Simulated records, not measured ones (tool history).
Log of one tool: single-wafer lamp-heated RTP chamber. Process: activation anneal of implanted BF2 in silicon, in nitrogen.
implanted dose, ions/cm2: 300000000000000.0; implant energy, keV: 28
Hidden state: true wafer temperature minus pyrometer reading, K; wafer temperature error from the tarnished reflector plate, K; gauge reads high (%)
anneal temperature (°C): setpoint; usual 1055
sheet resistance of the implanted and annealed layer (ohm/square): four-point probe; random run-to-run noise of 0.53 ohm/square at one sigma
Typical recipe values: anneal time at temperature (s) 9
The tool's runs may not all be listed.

run   hour  anneal temperature (°C)  anneal time at temperature (s)  wafers since the last listed run  wafers since the last pyrometer calibration  wafers since the reflector plate was cleaned  hours since the gauge calibration  read-back reference wafer on the same gauge, sheet resistance  sheet resistance of the implanted and annealed layer (ohm/square)
  1    0.0                     1055                               9                                 0                                         5401                                          3296                              285.2                                                         295.47                                                             349.21
      21.9  -- pyrometer window cleaned and pyrometer calibrated
  2   22.4                     1055                               9                               226                                            7                                          3522                              307.6                                                         295.33                                                             347.77
  3   29.6                     1055                               9                               113                                          120                                          3635                              314.8                                                         295.13                                                             348.77
  4   45.9                     1040                               7                               256                                          377                                          3892                              331.1                                                         295.17                                                             349.69
  5   59.2                     1040                               7                               209                                          586                                          4101                              344.4                                                         295.18                                                             349.13
  6   72.5                     1055                               9                               209                                          795                                          4310                              357.7                                                         295.05                                                             349.57
  7   82.5                     1055                               9                               157                                          952                                          4467                              367.7                                                         295.09                                                             348.56
  8   92.3                     1055                               9                               154                                         1106                                          4621                              377.5                                                         295.08                                                             347.27
  9  107.0                     1055                               9                               231                                         1338                                          4853                              392.2                                                         295.08                                                             349.51
 10  120.5                     1055                               9                               212                                         1550                                          5065                              405.7                                                         295.07                                                             347.51
 11  132.9                     1055                               9                               195                                         1745                                          5260                              418.1                                                         294.78                                                             347.43
 12  141.5                     1055                               9                               135                                         1880                                          5395                              426.7                                                         294.89                                                             348.40
 13  159.5                     1055                               9                               283                                         2163                                          5678                              444.7                                                         295.04                                                             348.04
 14  174.8                     1055                               9                               240                                         2404                                          5919                              460.0                                                         294.81                                                             349.11
 15  186.5                     1055                               9                               184                                         2588                                          6103                              471.7                                                         295.00                                                             347.70
     195.8  -- gauge calibrated
 16  199.6                     1076                               9                               206                                         2794                                          6309                                3.8                                                         298.55                                                             351.87
 17  213.1                     1076                               9                               212                                         3006                                          6521                               17.3                                                         298.28                                                             351.10
 18  229.3                     1044                               9                               254                                         3261                                          6776                               33.5                                                         297.86                                                             352.17
 19  238.1                     1028                               9                               138                                         3399                                          6915                               42.3                                                         297.54                                                             352.61
 20  245.9                     1055                              13                               122                                         3522                                          7037                               50.1                                                         297.43                                                             349.05
 21  253.2                     1055                               7                               114                                         3637                                          7152                               57.4                                                         297.22                                                             353.47
 22  260.5                     1082                               5                               114                                         3752                                          7267                               64.7                                                         297.19                                                             353.02
 23  277.1                     1055                               9                               261                                         4013                                          7528                               81.3                                                         297.04                                                             349.92
 24  285.2                     1038                              12                               127                                         4140                                          7655                               89.4                                                         296.93                                                             351.42
 25  298.8                     1040                               7                               213                                         4354                                          7869                              103.0                                                         296.67                                                             352.15
     313.4  -- reflector plate cleaned
     335.0  -- pyrometer window cleaned and pyrometer calibrated
 26  335.5                     1078                              13                               325                                            7                                           221                              139.7                                                         296.32                                                             344.53
 27  344.7                     1080                              12                               144                                          151                                           365                              148.9                                                         296.08                                                             344.97
 28  353.2                     1055                               5                               133                                          285                                           499                              157.4                                                         296.15                                                             352.49
 29  366.3                     1073                               6                               206                                          491                                           705                              170.5                                                         296.05                                                             350.61
 30  379.6                     1042                              13                               209                                          700                                           914                              183.8                                                         295.82                                                             348.51
 31  392.2                     1055                              12                               198                                          898                                          1112                              196.4                                                         295.84                                                             347.59
 32  405.5                     1055                               9                               209                                         1108                                          1322                              209.7                                                         295.78                                                             349.67
 33  423.4                     1055                               9                               281                                         1389                                          1603                              227.6                                                         295.60                                                             349.43
 34  433.7                     1082                              11                               161                                         1551                                          1765                              237.9                                                         295.44                                                             345.12

Branching from run 34: 3 alternative next runs. What would each branch give?
  A  434.1                     1072                               9                                 6                                         1557                                          1771                              238.3                                                              ?                                                                  ?
  B  434.1                     1077                               9                                 6                                         1557                                          1771                              238.3                                                              ?                                                                  ?
  C  434.1                     1045                               5                                 6                                         1557                                          1771                              238.3                                                              ?                                                                  ?

run  read-back reference wafer on the same gauge, sheet resistance  sheet resistance of the implanted and annealed layer (ohm/square)
  A                                                         295.55                                                             348.04
  B                                                         295.55                                                             347.62
  C                                                         295.55                                                             351.60
Without the tool's unlogged condition, the same runs would have read:
run  sheet resistance of the implanted and annealed layer (ohm/square)
  A                                                             352.19
  B                                                             351.76
  C                                                             355.79
